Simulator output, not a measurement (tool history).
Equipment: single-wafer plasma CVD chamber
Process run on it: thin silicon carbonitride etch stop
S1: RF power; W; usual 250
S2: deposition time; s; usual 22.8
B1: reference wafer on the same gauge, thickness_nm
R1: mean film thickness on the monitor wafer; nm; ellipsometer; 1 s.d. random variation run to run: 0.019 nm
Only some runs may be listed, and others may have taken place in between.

| run | hour | S1 | S2 | B1 | R1 |
|---|---|---|---|---|---|
| 1 | 0.0 | 250 | 22.8 | 12.600 | 12.520 |
| 2 | 8.2 | 250 | 26.4 | 12.604 | 14.432 |
| 3 | 15.8 | 250 | 26.4 | 12.593 | 14.473 |
| 4 | 24.2 | 250 | 26.4 | 12.595 | 14.485 |
| 5 | 34.0 | 250 | 22.8 | 12.603 | 12.466 |
| 6 | 41.7 | 240 | 22.8 | 12.598 | 12.325 |
| 7 | 54.3 | 250 | 22.8 | 12.598 | 12.532 |
| 8 | 66.6 | 230 | 22.8 | 12.591 | 12.151 |
| 9 | 77.3 | 230 | 22.8 | 12.596 | 12.167 |
| 10 | 92.5 | 280 | 22.8 | 12.602 | 12.978 |
| 11 | 108.4 | 280 | 22.8 | 12.596 | 12.992 |
| 12 | 115.3 | 290 | 22.8 | 12.602 | 13.144 |
| 13 | 127.9 | 250 | 22.8 | 12.602 | 12.523 |
| 14 | 174.6 | 250 | 22.8 | 12.603 | 12.880 |
| 15 | 183.1 | 250 | 25.3 | 12.597 | 14.224 |
| 16 | 195.3 | 250 | 25.3 | 12.601 | 14.217 |
| 17 | 206.3 | 250 | 19.7 | 12.598 | 11.075 |
| 18 | 220.1 | 250 | 22.8 | 12.600 | 12.782 |
| 19 | 233.7 | 250 | 22.8 | 12.601 | 12.801 |
| 20 | 243.4 | 280 | 22.8 | 12.600 | 13.329 |
| 21 | 258.7 | 250 | 24.8 | 12.596 | 13.939 |
| 22 | 267.4 | 210 | 23.9 | 12.598 | 12.686 |
| 23 | 319.8 | 250 | 24.4 | 12.599 | 13.668 |
| 24 | 336.0 | 250 | 20.8 | 12.599 | 11.658 |
| 25 | 353.6 | 250 | 19.2 | 12.598 | 10.761 |
| 26 | 366.2 | 225 | 21.1 | 12.598 | 11.429 |
| 27 | 372.9 | 250 | 22.8 | 12.599 | 12.788 |
| 28 | 389.8 | 290 | 18.3 | 12.602 | 10.752 |
| 29 | 398.5 | 285 | 22.8 | 12.599 | 13.307 |
| 30 | 415.6 | 235 | 22.8 | 12.600 | 12.458 |
| 31 | 426.1 | 250 | 22.8 | 12.597 | 12.755 |
| 32 | 441.7 | 250 | 26.4 | 12.601 | 14.720 |
| 33 | 458.4 | 250 | 22.8 | 12.595 | 12.722 |
| 34 | 475.5 | 225 | 26.4 | 12.594 | 14.215 |
| 35 | 495.9 | 265 | 21.2 | 12.596 | 12.071 |

Removed from this log: 4 entries logged between the listed runs. Between which two listed runs does each belong, and how does the tool's hidden state at the listed run before it compare with that at the listed run after it?
Logged between run 13 and run 14: gauge calibrated (hour 156.2); RF generator calibrated (hour 168.0); showerhead replaced (hour 170.7)
  delivered RF power above the setpoint (%): -8.91 -> -1.32
  difference, measured minus the result without the unlogged condition, R1: -0.396 -> -0.057 nm
Logged between run 23 and run 24: thermocouple changed; heater temperature recalibrated (hour 330.3)
  delivered RF power above the setpoint (%): -2.69 -> -2.83
  difference, measured minus the result without the unlogged condition, R1: -0.125 -> -0.112 nm

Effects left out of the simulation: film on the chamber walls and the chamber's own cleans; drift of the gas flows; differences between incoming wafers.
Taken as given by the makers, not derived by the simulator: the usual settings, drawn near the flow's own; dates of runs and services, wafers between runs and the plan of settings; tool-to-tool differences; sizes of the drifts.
